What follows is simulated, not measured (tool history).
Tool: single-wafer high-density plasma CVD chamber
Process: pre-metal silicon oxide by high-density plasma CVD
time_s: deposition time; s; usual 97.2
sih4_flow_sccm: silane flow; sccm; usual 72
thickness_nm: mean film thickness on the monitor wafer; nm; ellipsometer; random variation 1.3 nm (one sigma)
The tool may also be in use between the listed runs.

run	day	time_s	sih4_flow_sccm	read-back reference wafer on the same gauge, thickness_nm	thickness_nm
1	0.000	107.6	72	677.253	813.418
2	0.500	107.6	72	677.024	814.300
3	0.892	107.6	72	677.125	813.526
4	1.321	97.2	72	677.316	735.634
5	1.875	97.2	72	677.501	736.569
6	2.562	97.2	72	677.713	736.553
7	3.108	97.2	72	676.714	735.684
8	3.388	97.2	72	676.893	736.311
9	4.083	97.2	72	677.187	735.232
10	4.338	97.2	72	677.141	735.581
11	4.721	87.4	72	677.195	662.446
12	5.162	97.2	83	676.782	846.238
13	5.771	89.6	63	676.600	594.610
14	6.038	89.6	63	676.944	594.872
15	6.412	97.2	72	677.366	736.007
16	7.138	97.2	72	676.549	737.728
17	7.525	97.2	72	676.889	734.781
18	7.804	84.6	72	677.433	642.481
19	8.462	84.6	72	677.119	642.912
20	8.821	84.6	72	677.092	640.884
21	9.092	85.7	80	677.211	723.612
22	9.512	112.1	82	676.766	970.411
23	10.067	97.2	72	676.838	738.183
24	10.508	89.6	63	677.092	595.069
# day 10.879: gauge calibrated
25	10.917	112.6	65	676.489	773.339
26	11.325	87.4	72	677.123	663.320
27	11.983	97.2	72	677.047	739.241
28	12.412	80.4	64	676.511	542.779
29	12.804	115.4	72	676.912	875.920
# day 13.304: silane flow controller replaced
30	13.412	115.6	58	677.014	680.404
31	14.096	107.4	78	677.231	843.094
32	14.358	107.6	66	677.162	717.953
33	14.988	97.2	72	676.816	706.006
34	15.350	110.8	72	677.102	810.249
35	15.888	97.2	72	676.565	707.921
36	16.421	83.1	85	676.777	712.760
37	16.775	97.2	62	676.261	610.438
38	17.075	97.2	86	676.992	843.772
39	17.808	89.1	62	677.021	561.078
40	18.083	97.2	72	676.746	707.573
41	18.821	109.4	76	677.202	841.944

Hidden state or all else? Some run-to-run changes of thickness_nm, split into what the settings, what came in and random variation would give without the hidden state, and what is left for the hidden state (with any gauge scatter that isn't in both results):
The hidden state here: delivered silane flow above the setpoint (%); gauge reads high (%).
Run 12 -> 13: time_s 97.2 -> 89.6, sih4_flow_sccm 83 -> 63. thickness_nm -251.628 nm: hidden state -13.400, all else -238.228.
Run 21 -> 22: time_s 85.7 -> 112.1, sih4_flow_sccm 80 -> 82. thickness_nm +246.799 nm: hidden state +13.930, all else +232.869.
Run 28 -> 29: time_s 80.4 -> 115.4, sih4_flow_sccm 64 -> 72. thickness_nm +333.141 nm: hidden state +19.211, all else +313.930.
Run 29 -> 30: time_s 115.4 -> 115.6, sih4_flow_sccm 72 -> 58, silane flow controller replaced. thickness_nm -195.516 nm: hidden state -40.169, all else -155.347.
Run 38 -> 39: time_s 97.2 -> 89.1, sih4_flow_sccm 86 -> 62. thickness_nm -282.694 nm: hidden state -4.499, all else -278.195.
